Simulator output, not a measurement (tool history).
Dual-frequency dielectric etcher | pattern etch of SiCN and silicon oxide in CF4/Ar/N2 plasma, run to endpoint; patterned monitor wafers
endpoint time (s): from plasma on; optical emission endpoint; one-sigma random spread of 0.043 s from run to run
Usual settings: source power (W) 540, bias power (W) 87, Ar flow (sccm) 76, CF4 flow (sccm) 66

run	hour	source power (W)	bias power (W)	Ar flow (sccm)	CF4 flow (sccm)	incoming incoming film thickness, nm	endpoint time (s)
1	0	600	98	76	66	9.98	7.5
2	66.8	470	99	84	59	10.07	12.7
3	146.3	540	87	76	66	10.23	9.5
# hour 173: bias power generator calibrated
4	242.9	600	66	69	66	10.06	7.8
# hour 300.5: wet clean of the chamber
5	301	540	87	76	66	10.09	9.7
6	349.4	540	71	76	66	10.11	10.1
# hour 411.2: CF4 flow controller replaced
7	452.6	480	87	76	73	10.15	12.3
8	511.2	540	87	92	66	10.06	9.7
9	586.4	540	76	76	77	10.08	9.5
10	660.2	430	99	76	74	10.07	15.8
11	747.1	540	87	76	66	10.24	9.4
# hour 816.6: source power generator calibrated
# hour 893.8: Ar flow controller replaced
# hour 948: wet clean of the chamber
12	948.6	600	99	95	66	10.12	8
13	989.8	540	87	64	66	10.01	9.5
14	1057.4	540	87	76	66	10.08	9.6
15	1136.5	540	87	76	66	10.06	9.5
16	1205.4	610	100	76	80	10.12	7.2
17	1257.1	650	87	76	66	10.08	6.8
18	1346.7	590	87	82	66	10.07	8
19	1429.9	540	77	63	66	10.11	9.4
20	1523	420	72	60	50	10.14	18.4
21	1609.1	420	105	91	66	10.07	16.9
# hour 1633.1: wet clean of the chamber
22	1675.9	540	67	76	66	10.18	10.3
23	1731.6	650	95	85	55	10.16	7

Each row is a separate what-if for the run after 23, all from the same tool condition, not one after another. Results?
A	1732	540	87	76	66	10.16	?
B	1732	410	105	76	66	10.16	?
C	1732	590	87	84	66	10.16	?
D	1732	470	87	81	66	10.16	?
E	1732	540	87	67	54	10.16	?

run	endpoint time (s)
A	9.7
B	19
C	8.3
D	13.4
E	9.8
Stripped of hidden state, with their random variation kept, the same runs would have yielded:
run	endpoint time (s)
A	9.8
B	19.1
C	8.3
D	13.5
E	9.9
